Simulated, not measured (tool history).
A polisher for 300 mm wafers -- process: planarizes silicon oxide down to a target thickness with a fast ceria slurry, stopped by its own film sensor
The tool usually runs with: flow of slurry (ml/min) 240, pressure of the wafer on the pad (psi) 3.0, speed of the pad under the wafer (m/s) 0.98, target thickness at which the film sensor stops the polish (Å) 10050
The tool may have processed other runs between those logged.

run	hour	flow of slurry (ml/min)	pressure of the wafer on the pad (psi)	speed of the pad under the wafer (m/s)	target thickness at which the film sensor stops the polish (Å)	incoming thickness of the incoming film, nm	time until the film sensor stopped the polish (s)
1	0.0	240	3.0	0.98	10050	2141.2	67.7
2	23.5	240	3.0	0.98	10050	2145.3	69.1
3	38.6	240	3.0	1.10	10050	2103.3	59.5
4	62.6	240	2.6	0.98	10050	2135.5	78.9
# hour 85.1: slurry nozzle cleaned
5	91.0	240	3.0	0.98	10050	2119.7	68.6
6	103.7	240	3.0	0.98	10050	2115.0	67.7
# hour 118.3: worn pad replaced by a new one
7	118.8	240	3.0	0.98	7860	2089.3	78.3
8	147.9	240	3.0	0.98	7860	2080.6	79.6
9	181.4	240	3.0	0.98	10050	2143.8	70.5
10	209.1	240	3.0	0.98	10050	2088.2	65.2
11	231.9	240	3.0	0.98	10050	2104.7	66.2
12	254.6	240	3.0	0.98	10050	2131.3	67.8
13	280.4	240	3.0	0.98	8480	2068.5	73.4
14	307.9	305	3.0	0.76	10050	2092.2	78.7
# hour 324.4: head pressure recalibrated
15	324.9	270	3.5	0.84	12080	2148.8	58.0
# hour 364.7: worn pad replaced by a new one
16	414.5	205	2.4	0.98	10050	2118.7	84.4
17	441.4	240	3.0	0.98	8910	2126.8	74.7
18	461.9	275	3.6	0.98	10050	2099.3	56.5
19	494.4	240	3.0	0.98	10050	2124.4	68.6
20	528.0	165	3.0	1.08	12620	2118.9	50.5
21	543.9	285	3.0	1.14	10050	2108.9	58.2
22	558.5	240	3.3	1.30	6570	2094.5	61.9
23	591.4	220	3.0	1.16	10050	2143.4	59.8
24	609.4	305	4.0	0.98	10050	2109.9	51.3
25	628.6	240	3.0	0.98	10050	2120.5	67.8
# hour 638.0: worn pad replaced by a new one
# hour 669.1: slurry nozzle cleaned
26	710.1	325	3.0	0.84	12820	2118.3	56.5
27	732.6	310	3.4	1.10	7430	2113.8	66.6
28	837.4	205	3.0	0.98	7150	2114.2	87.8
29	853.0	240	3.0	0.82	10050	2110.9	78.9
30	869.5	240	3.0	0.98	8160	2082.6	78.1
# hour 892.1: worn pad replaced by a new one
31	896.7	280	3.3	0.98	6800	2096.1	78.0
32	925.0	240	3.0	1.30	11020	2117.5	46.7
33	940.8	240	3.0	0.98	10050	2084.7	65.9
34	967.6	240	3.0	0.98	10050	2119.3	67.4
35	989.9	180	3.0	0.98	6790	2114.1	89.8
36	1015.0	240	3.0	1.22	11190	2105.1	49.1

Hidden state, per run?
removal rate lost through wear of the pad, %: 0 across all the runs
slurry flow missing at the pad, %: 0 across all the runs
deviation of the head's pressure from its setpoint, %: 0 across all the runs
